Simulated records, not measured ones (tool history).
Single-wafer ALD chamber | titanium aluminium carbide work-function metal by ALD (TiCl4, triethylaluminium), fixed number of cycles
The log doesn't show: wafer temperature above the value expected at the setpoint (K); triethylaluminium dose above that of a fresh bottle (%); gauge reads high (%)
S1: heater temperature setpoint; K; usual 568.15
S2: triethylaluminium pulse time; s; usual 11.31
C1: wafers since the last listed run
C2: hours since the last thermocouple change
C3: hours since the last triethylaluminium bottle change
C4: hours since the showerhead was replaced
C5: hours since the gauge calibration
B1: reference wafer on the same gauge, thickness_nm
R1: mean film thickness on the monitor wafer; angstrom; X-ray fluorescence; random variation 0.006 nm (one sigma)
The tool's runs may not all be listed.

{"run": 1, "day": 0.0, "S1": 568.15, "S2": 11.31, "C1": 0, "C2": 721.2, "C3": 1048.1, "C4": 3467.9, "C5": 37.2, "B1": 2.199, "R1": 18.09}
{"run": 2, "day": 0.45, "S1": 568.15, "S2": 11.31, "C1": 102, "C2": 732.0, "C3": 1058.9, "C4": 3478.7, "C5": 48.0, "B1": 2.201, "R1": 17.99}
{"run": 3, "day": 1.017, "S1": 562.15, "S2": 11.31, "C1": 128, "C2": 745.6, "C3": 1072.5, "C4": 3492.3, "C5": 61.6, "B1": 2.2, "R1": 17.52}
{"run": 4, "day": 1.675, "S1": 562.15, "S2": 11.31, "C1": 149, "C2": 761.4, "C3": 1088.3, "C4": 3508.1, "C5": 77.4, "B1": 2.195, "R1": 17.41}
{"run": 5, "day": 2.079, "S1": 562.15, "S2": 11.31, "C1": 91, "C2": 771.1, "C3": 1098.0, "C4": 3517.8, "C5": 87.1, "B1": 2.201, "R1": 17.35}
{"run": 6, "day": 2.546, "S1": 568.15, "S2": 9.97, "C1": 105, "C2": 782.3, "C3": 1109.2, "C4": 3529.0, "C5": 98.3, "B1": 2.198, "R1": 17.19}
{"run": 7, "day": 2.846, "S1": 568.15, "S2": 9.97, "C1": 68, "C2": 789.5, "C3": 1116.4, "C4": 3536.2, "C5": 105.5, "B1": 2.198, "R1": 17.12}
{"day": 3.371, "done": "triethylaluminium bottle replaced"}
{"run": 8, "day": 3.392, "S1": 568.15, "S2": 8.52, "C1": 48, "C2": 802.6, "C3": 0.5, "C4": 3549.3, "C5": 118.6, "B1": 2.199, "R1": 18.14}
{"run": 9, "day": 3.521, "S1": 568.15, "S2": 11.31, "C1": 29, "C2": 805.7, "C3": 3.6, "C4": 3552.4, "C5": 121.7, "B1": 2.196, "R1": 18.74}
{"run": 10, "day": 4.171, "S1": 568.15, "S2": 11.31, "C1": 147, "C2": 821.3, "C3": 19.2, "C4": 3568.0, "C5": 137.3, "B1": 2.202, "R1": 18.88}
{"run": 11, "day": 4.733, "S1": 568.15, "S2": 11.31, "C1": 127, "C2": 834.8, "C3": 32.7, "C4": 3581.5, "C5": 150.8, "B1": 2.203, "R1": 18.87}
{"run": 12, "day": 4.988, "S1": 568.15, "S2": 11.31, "C1": 57, "C2": 840.9, "C3": 38.8, "C4": 3587.6, "C5": 156.9, "B1": 2.201, "R1": 18.9}
{"run": 13, "day": 5.7, "S1": 575.15, "S2": 11.31, "C1": 161, "C2": 858.0, "C3": 55.9, "C4": 3604.7, "C5": 174.0, "B1": 2.199, "R1": 19.44}
{"day": 6.375, "done": "showerhead replaced"}
{"run": 14, "day": 6.396, "S1": 568.15, "S2": 13.13, "C1": 82, "C2": 874.7, "C3": 72.6, "C4": 0.5, "C5": 190.7, "B1": 2.2, "R1": 19.09}
{"run": 15, "day": 6.417, "S1": 572.15, "S2": 7.84, "C1": 4, "C2": 875.2, "C3": 73.1, "C4": 1.0, "C5": 191.2, "B1": 2.201, "R1": 18.17}
{"run": 16, "day": 6.717, "S1": 576.15, "S2": 8.72, "C1": 68, "C2": 882.4, "C3": 80.3, "C4": 8.2, "C5": 198.4, "B1": 2.198, "R1": 18.87}
{"run": 17, "day": 7.325, "S1": 568.15, "S2": 11.31, "C1": 138, "C2": 897.0, "C3": 94.9, "C4": 22.8, "C5": 213.0, "B1": 2.198, "R1": 18.93}
{"run": 18, "day": 7.767, "S1": 568.15, "S2": 11.31, "C1": 100, "C2": 907.6, "C3": 105.5, "C4": 33.4, "C5": 223.6, "B1": 2.201, "R1": 18.77}
{"run": 19, "day": 8.038, "S1": 563.15, "S2": 15.61, "C1": 61, "C2": 914.1, "C3": 112.0, "C4": 39.9, "C5": 230.1, "B1": 2.2, "R1": 18.7}
{"run": 20, "day": 8.35, "S1": 580.15, "S2": 15.21, "C1": 70, "C2": 921.6, "C3": 119.5, "C4": 47.4, "C5": 237.6, "B1": 2.199, "R1": 20.23}
{"run": 21, "day": 9.038, "S1": 573.15, "S2": 9.95, "C1": 156, "C2": 938.1, "C3": 136.0, "C4": 63.9, "C5": 254.1, "B1": 2.2, "R1": 18.95}
{"run": 22, "day": 9.425, "S1": 561.15, "S2": 13.43, "C1": 87, "C2": 947.4, "C3": 145.3, "C4": 73.2, "C5": 263.4, "B1": 2.198, "R1": 18.35}
{"run": 23, "day": 9.779, "S1": 568.15, "S2": 14.88, "C1": 80, "C2": 955.9, "C3": 153.8, "C4": 81.7, "C5": 271.9, "B1": 2.2, "R1": 19.05}
{"day": 10.154, "done": "gauge calibrated"}
{"day": 10.217, "done": "thermocouple changed; heater temperature recalibrated"}
{"run": 24, "day": 10.238, "S1": 568.15, "S2": 12.77, "C1": 28, "C2": 0.5, "C3": 164.8, "C4": 92.7, "C5": 2.0, "B1": 2.201, "R1": 19.41}
{"run": 25, "day": 10.454, "S1": 560.15, "S2": 14.82, "C1": 49, "C2": 5.7, "C3": 170.0, "C4": 97.9, "C5": 7.2, "B1": 2.2, "R1": 18.9}
{"run": 26, "day": 10.983, "S1": 561.15, "S2": 9.84, "C1": 120, "C2": 18.4, "C3": 182.7, "C4": 110.6, "C5": 19.9, "B1": 2.201, "R1": 18.35}
{"run": 27, "day": 11.504, "S1": 572.15, "S2": 14.63, "C1": 118, "C2": 30.9, "C3": 195.2, "C4": 123.1, "C5": 32.4, "B1": 2.199, "R1": 19.88}
{"run": 28, "day": 12.15, "S1": 555.15, "S2": 9.38, "C1": 146, "C2": 46.4, "C3": 210.7, "C4": 138.6, "C5": 47.9, "B1": 2.199, "R1": 17.6}
{"run": 29, "day": 12.429, "S1": 568.15, "S2": 11.31, "C1": 63, "C2": 53.1, "C3": 217.4, "C4": 145.3, "C5": 54.6, "B1": 2.199, "R1": 19.26}
{"run": 30, "day": 12.704, "S1": 556.15, "S2": 7.61, "C1": 62, "C2": 59.7, "C3": 224.0, "C4": 151.9, "C5": 61.2, "B1": 2.2, "R1": 17.1}
{"run": 31, "day": 13.675, "S1": 564.15, "S2": 12.79, "C1": 220, "C2": 83.0, "C3": 247.3, "C4": 175.2, "C5": 84.5, "B1": 2.202, "R1": 19.09}
{"run": 32, "day": 14.092, "S1": 563.15, "S2": 15.61, "C1": 94, "C2": 93.0, "C3": 257.3, "C4": 185.2, "C5": 94.5, "B1": 2.201, "R1": 19.23}
{"run": 33, "day": 14.354, "S1": 568.15, "S2": 11.31, "C1": 59, "C2": 99.3, "C3": 263.6, "C4": 191.5, "C5": 100.8, "B1": 2.203, "R1": 19.22}
{"run": 34, "day": 15.029, "S1": 580.15, "S2": 7.93, "C1": 153, "C2": 115.5, "C3": 279.8, "C4": 207.7, "C5": 117.0, "B1": 2.202, "R1": 19.26}

3 ways to go on from here, each from the tool as it stands after run 34. What would each give?
{"run": "A", "day": 15.046, "S1": 568.15, "S2": 9.72, "C1": 3, "C2": 115.9, "C3": 280.2, "C4": 208.1, "C5": 117.4, "B1": "?", "R1": "?"}
{"run": "B", "day": 15.046, "S1": 576.15, "S2": 7.47, "C1": 3, "C2": 115.9, "C3": 280.2, "C4": 208.1, "C5": 117.4, "B1": "?", "R1": "?"}
{"run": "C", "day": 15.046, "S1": 574.15, "S2": 15.46, "C1": 3, "C2": 115.9, "C3": 280.2, "C4": 208.1, "C5": 117.4, "B1": "?", "R1": "?"}

run=A B1=2.197 R1=18.87
run=B B1=2.197 R1=18.68
run=C B1=2.197 R1=20.17
Without the tool's hidden state the same runs would have given:
run=A R1=19.04
run=B R1=18.97
run=C R1=20.21
